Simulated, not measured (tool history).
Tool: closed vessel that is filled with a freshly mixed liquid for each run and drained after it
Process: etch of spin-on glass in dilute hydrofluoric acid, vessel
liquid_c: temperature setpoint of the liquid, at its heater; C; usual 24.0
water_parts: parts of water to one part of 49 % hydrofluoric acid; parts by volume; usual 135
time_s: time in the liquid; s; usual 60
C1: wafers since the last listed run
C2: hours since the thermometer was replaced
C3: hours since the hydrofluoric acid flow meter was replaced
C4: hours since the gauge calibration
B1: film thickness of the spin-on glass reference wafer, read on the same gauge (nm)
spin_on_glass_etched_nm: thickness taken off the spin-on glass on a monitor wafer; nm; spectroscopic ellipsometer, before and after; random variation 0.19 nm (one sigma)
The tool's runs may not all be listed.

run 1 hour=0.0 | liquid_c=24.0 water_parts=135 time_s=60 | C1=0 C2=2384.0 C3=1217.3 C4=1670.4 | B1=137.13 | spin_on_glass_etched_nm=29.20
run 2 hour=106.1 | liquid_c=24.0 water_parts=135 time_s=60 | C1=11236 C2=2490.1 C3=1323.4 C4=1776.5 | B1=136.78 | spin_on_glass_etched_nm=29.51
run 3 hour=188.6 | liquid_c=24.0 water_parts=135 time_s=40 | C1=8736 C2=2572.6 C3=1405.9 C4=1859.0 | B1=136.52 | spin_on_glass_etched_nm=19.68
run 4 hour=235.2 | liquid_c=24.0 water_parts=135 time_s=40 | C1=4935 C2=2619.2 C3=1452.5 C4=1905.6 | B1=136.35 | spin_on_glass_etched_nm=19.42
run 5 hour=271.2 | liquid_c=24.0 water_parts=135 time_s=60 | C1=3812 C2=2655.2 C3=1488.5 C4=1941.6 | B1=136.22 | spin_on_glass_etched_nm=29.47
-- hour=279.6 hydrofluoric acid flow meter replaced
run 6 hour=376.3 | liquid_c=24.0 water_parts=135 time_s=60 | C1=11024 C2=2760.3 C3=96.7 C4=2046.7 | B1=135.83 | spin_on_glass_etched_nm=29.38
run 7 hour=456.5 | liquid_c=24.0 water_parts=135 time_s=60 | C1=8493 C2=2840.5 C3=176.9 C4=2126.9 | B1=135.55 | spin_on_glass_etched_nm=29.63
run 8 hour=503.2 | liquid_c=24.0 water_parts=135 time_s=60 | C1=4945 C2=2887.2 C3=223.6 C4=2173.6 | B1=135.35 | spin_on_glass_etched_nm=29.46
-- hour=514.7 gauge calibrated
run 9 hour=550.0 | liquid_c=24.0 water_parts=135 time_s=60 | C1=4956 C2=2934.0 C3=270.4 C4=35.3 | B1=139.41 | spin_on_glass_etched_nm=29.94
run 10 hour=589.3 | liquid_c=19.5 water_parts=200 time_s=60 | C1=4161 C2=2973.3 C3=309.7 C4=74.6 | B1=139.34 | spin_on_glass_etched_nm=15.87
run 11 hour=681.9 | liquid_c=21.0 water_parts=155 time_s=40 | C1=9806 C2=3065.9 C3=402.3 C4=167.2 | B1=139.34 | spin_on_glass_etched_nm=15.44
run 12 hour=728.8 | liquid_c=22.0 water_parts=135 time_s=60 | C1=4966 C2=3112.8 C3=449.2 C4=214.1 | B1=139.34 | spin_on_glass_etched_nm=27.87
-- hour=751.2 thermometer replaced
run 13 hour=780.6 | liquid_c=24.0 water_parts=105 time_s=60 | C1=5379 C2=29.4 C3=501.0 C4=265.9 | B1=139.32 | spin_on_glass_etched_nm=40.24
run 14 hour=860.6 | liquid_c=22.5 water_parts=195 time_s=75 | C1=8472 C2=109.4 C3=581.0 C4=345.9 | B1=139.25 | spin_on_glass_etched_nm=23.02
run 15 hour=952.2 | liquid_c=20.5 water_parts=185 time_s=60 | C1=9700 C2=201.0 C3=672.6 C4=437.5 | B1=139.22 | spin_on_glass_etched_nm=18.10
run 16 hour=989.0 | liquid_c=19.0 water_parts=135 time_s=60 | C1=3897 C2=237.8 C3=709.4 C4=474.3 | B1=139.21 | spin_on_glass_etched_nm=24.87
run 17 hour=1035.3 | liquid_c=24.0 water_parts=135 time_s=50 | C1=4903 C2=284.1 C3=755.7 C4=520.6 | B1=139.16 | spin_on_glass_etched_nm=25.03
run 18 hour=1092.1 | liquid_c=22.5 water_parts=170 time_s=60 | C1=6015 C2=340.9 C3=812.5 C4=577.4 | B1=139.12 | spin_on_glass_etched_nm=21.76
run 19 hour=1167.3 | liquid_c=24.0 water_parts=135 time_s=60 | C1=7963 C2=416.1 C3=887.7 C4=652.6 | B1=139.01 | spin_on_glass_etched_nm=29.83
run 20 hour=1268.8 | liquid_c=19.5 water_parts=190 time_s=60 | C1=10749 C2=517.6 C3=989.2 C4=754.1 | B1=138.90 | spin_on_glass_etched_nm=16.81
run 21 hour=1314.9 | liquid_c=24.0 water_parts=165 time_s=95 | C1=4882 C2=563.7 C3=1035.3 C4=800.2 | B1=138.83 | spin_on_glass_etched_nm=37.63
run 22 hour=1417.0 | liquid_c=24.0 water_parts=135 time_s=60 | C1=10812 C2=665.8 C3=1137.4 C4=902.3 | B1=138.65 | spin_on_glass_etched_nm=30.14
run 23 hour=1484.9 | liquid_c=24.0 water_parts=135 time_s=60 | C1=7190 C2=733.7 C3=1205.3 C4=970.2 | B1=138.57 | spin_on_glass_etched_nm=29.92
run 24 hour=1529.1 | liquid_c=27.0 water_parts=170 time_s=60 | C1=4680 C2=777.9 C3=1249.5 C4=1014.4 | B1=138.44 | spin_on_glass_etched_nm=25.49
run 25 hour=1629.5 | liquid_c=29.0 water_parts=170 time_s=80 | C1=10632 C2=878.3 C3=1349.9 C4=1114.8 | B1=138.27 | spin_on_glass_etched_nm=36.58
run 26 hour=1674.6 | liquid_c=26.0 water_parts=190 time_s=75 | C1=4776 C2=923.4 C3=1395.0 C4=1159.9 | B1=138.16 | spin_on_glass_etched_nm=26.82
run 27 hour=1775.5 | liquid_c=25.5 water_parts=135 time_s=60 | C1=10685 C2=1024.3 C3=1495.9 C4=1260.8 | B1=137.94 | spin_on_glass_etched_nm=31.63
run 28 hour=1840.3 | liquid_c=24.0 water_parts=135 time_s=35 | C1=6862 C2=1089.1 C3=1560.7 C4=1325.6 | B1=137.78 | spin_on_glass_etched_nm=17.25
run 29 hour=1930.1 | liquid_c=27.5 water_parts=135 time_s=60 | C1=9510 C2=1178.9 C3=1650.5 C4=1415.4 | B1=137.58 | spin_on_glass_etched_nm=33.40
run 30 hour=1973.7 | liquid_c=19.0 water_parts=135 time_s=90 | C1=4617 C2=1222.5 C3=1694.1 C4=1459.0 | B1=137.47 | spin_on_glass_etched_nm=36.10
-- hour=2033.4 hydrofluoric acid flow meter replaced
run 31 hour=2076.7 | liquid_c=19.5 water_parts=135 time_s=70 | C1=10802 C2=1325.5 C3=43.3 C4=1562.0 | B1=137.19 | spin_on_glass_etched_nm=28.95
run 32 hour=2118.1 | liquid_c=24.0 water_parts=135 time_s=60 | C1=4384 C2=1366.9 C3=84.7 C4=1603.4 | B1=137.04 | spin_on_glass_etched_nm=29.74

5 ways to go on from here, each from the tool as it stands after run 32. What would each give?
run A hour=2118.8 | liquid_c=24.0 water_parts=90 time_s=60 | C1=74 C2=1367.6 C3=85.4 C4=1604.1 | B1=? | spin_on_glass_etched_nm=?
run B hour=2118.8 | liquid_c=24.0 water_parts=160 time_s=60 | C1=74 C2=1367.6 C3=85.4 C4=1604.1 | B1=? | spin_on_glass_etched_nm=?
run C hour=2118.8 | liquid_c=24.0 water_parts=90 time_s=75 | C1=74 C2=1367.6 C3=85.4 C4=1604.1 | B1=? | spin_on_glass_etched_nm=?
run D hour=2118.8 | liquid_c=20.0 water_parts=155 time_s=60 | C1=74 C2=1367.6 C3=85.4 C4=1604.1 | B1=? | spin_on_glass_etched_nm=?
run E hour=2118.8 | liquid_c=28.0 water_parts=165 time_s=40 | C1=74 C2=1367.6 C3=85.4 C4=1604.1 | B1=? | spin_on_glass_etched_nm=?

run=A B1=137.06 spin_on_glass_etched_nm=46.69
run=B B1=137.06 spin_on_glass_etched_nm=24.17
run=C B1=137.06 spin_on_glass_etched_nm=58.36
run=D B1=137.06 spin_on_glass_etched_nm=21.48
run=E B1=137.06 spin_on_glass_etched_nm=18.02
Without the tool's hidden state the same runs would have given:
run=A spin_on_glass_etched_nm=47.70
run=B spin_on_glass_etched_nm=24.69
run=C spin_on_glass_etched_nm=59.62
run=D spin_on_glass_etched_nm=21.94
run=E spin_on_glass_etched_nm=18.41
